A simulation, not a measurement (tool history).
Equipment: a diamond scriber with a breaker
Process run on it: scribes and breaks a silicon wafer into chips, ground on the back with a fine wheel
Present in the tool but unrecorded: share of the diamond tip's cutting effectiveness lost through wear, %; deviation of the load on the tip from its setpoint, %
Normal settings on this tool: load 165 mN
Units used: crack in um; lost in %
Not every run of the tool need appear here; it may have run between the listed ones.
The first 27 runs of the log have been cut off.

run,hour,load,wafers since the last listed run,hours since the diamond tip was replaced,hours since the load on the tip was calibrated,"incoming depth of the damage left on the back of the incoming wafer, um",crack,lost
28,2116.3,209,173,323.2,399.7,2.64,15.18,5.95
29,2158.7,165,151,365.6,442.1,1.61,13.05,1.78
30,2200.9,165,150,407.8,484.3,1.85,12.85,2.02
31,2273.5,202,259,480.4,556.9,1.76,14.44,3.66
32,2313.2,165,142,520.1,596.6,1.9,12.83,2.28
33,2387.4,215,265,594.3,670.8,2.41,14.61,4.35
34,2468,184,288,674.9,751.4,2.88,12.95,2.56
# hour 2565.9: diamond tip replaced by a new one
# hour 2599.2: load on the tip recalibrated
35,2766.7,124,1054,200.8,167.5,2.31,10.8,10.24
36,2841.7,192,268,275.8,242.5,2.1,14.1,3.04
37,2918.6,207,275,352.7,319.4,2.23,14.67,4.67
38,2971.4,198,188,405.5,372.2,1.93,14.37,3.44
39,3011.5,165,143,445.6,412.3,2.35,12.77,2.26
40,3103.2,117,328,537.3,504,2.28,10.02,15.65
41,3164.5,204,219,598.6,565.3,1.87,14.23,2.78
42,3229.9,165,233,664,630.7,2.13,12.19,3.19

Forecast each of these 3 alternatives for the next run:
A,3230.5,208,2,664.6,631.3,2.71,?,?
B,3230.5,195,2,664.6,631.3,2.71,?,?
C,3230.5,187,2,664.6,631.3,2.71,?,?

run,crack,lost
A,14.05,2.8
B,13.48,2.09
C,13.12,1.97
Without the tool's hidden state the same runs would have given:
run,crack,lost
A,15.16,5.67
B,14.54,3.86
C,14.16,3
